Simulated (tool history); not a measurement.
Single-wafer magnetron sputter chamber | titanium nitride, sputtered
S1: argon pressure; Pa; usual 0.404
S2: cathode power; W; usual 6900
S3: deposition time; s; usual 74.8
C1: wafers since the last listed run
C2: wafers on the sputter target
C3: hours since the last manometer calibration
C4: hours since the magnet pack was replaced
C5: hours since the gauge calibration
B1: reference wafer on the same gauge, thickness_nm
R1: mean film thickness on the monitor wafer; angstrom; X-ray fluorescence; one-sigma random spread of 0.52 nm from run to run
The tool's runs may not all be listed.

run	hour	S1	S2	S3	C1	C2	C3	C4	C5	B1	R1
1	0.0	0.404	6900	74.8	0	407	817.3	3728.9	284.9	103.276	951.15
2	64.9	0.404	6900	74.8	921	1328	882.2	3793.8	349.8	103.125	957.16
3	158.9	0.404	6900	74.8	1334	2662	976.2	3887.8	443.8	103.151	957.93
4	229.3	0.462	6900	74.8	999	3661	1046.6	3958.2	514.2	103.183	939.57
5	277.5	0.404	6900	74.8	684	4345	1094.8	4006.4	562.4	103.175	954.54
6	343.4	0.404	6900	74.8	935	5281	1160.7	4072.3	628.3	103.233	961.00
7	422.4	0.404	6900	74.8	1121	6402	1239.7	4151.3	707.3	103.215	956.85
8	517.5	0.404	6900	74.8	1349	7752	1334.8	4246.4	802.4	103.261	954.11
9	557.3	0.404	6900	74.8	564	8316	1374.6	4286.2	842.2	103.166	953.00
10	621.0	0.404	6900	74.8	904	9221	1438.3	4349.9	905.9	103.133	955.33
# hour 659.1: sputter target and shields replaced
11	694.2	0.404	6900	74.8	925	498	1511.5	4423.1	979.1	103.228	954.92
# hour 714.2: capacitance manometer re-zeroed and calibrated
# hour 726.7: gauge calibrated
12	735.2	0.404	6900	74.8	468	967	21.0	4464.1	8.5	103.230	961.95
13	779.6	0.305	6900	74.8	630	1597	65.4	4508.5	52.9	103.159	987.62
14	863.4	0.364	8000	62.5	1189	2786	149.2	4592.3	136.7	103.210	937.67
15	911.8	0.404	6100	63.6	686	3473	197.6	4640.7	185.1	103.203	720.72
16	948.7	0.404	6900	74.8	523	3997	234.5	4677.6	222.0	103.136	962.92
17	1020.5	0.524	6900	74.8	1019	5016	306.3	4749.4	293.8	103.241	918.52
# hour 1067.9: magnet pack replaced
18	1115.0	0.404	5450	74.8	1227	6244	400.8	47.1	388.3	103.261	759.52
19	1169.1	0.553	5350	64.5	767	7011	454.9	101.2	442.4	103.200	609.23
20	1247.9	0.298	6900	81.5	1118	8130	533.7	180.0	521.2	103.208	1067.95
# hour 1344.4: sputter target and shields replaced
21	1451.4	0.404	6900	74.8	2774	1518	737.2	383.5	724.7	103.191	960.48
22	1518.3	0.404	6900	74.8	949	2468	804.1	450.4	791.6	103.198	956.01
23	1617.7	0.521	7500	85.4	1410	3878	903.5	549.8	891.0	103.127	1148.46
24	1693.7	0.404	6050	64.3	1078	4957	979.5	625.8	967.0	103.236	723.84
25	1779.5	0.312	5850	74.8	1217	6175	1065.3	711.6	1052.8	103.145	832.50
# hour 1817.8: gauge calibrated
26	1829.2	0.404	6900	74.8	705	6880	1115.0	761.3	11.4	103.179	959.76
27	1880.0	0.269	7750	79.1	721	7601	1165.8	812.1	62.2	103.192	1180.68

State the hidden condition of the tool at each of the runs:
deposition rate above that of a new target (%): 0 on each run
true argon pressure above the setpoint (%): 0 on each run
gauge reads high (%): 0 on each run
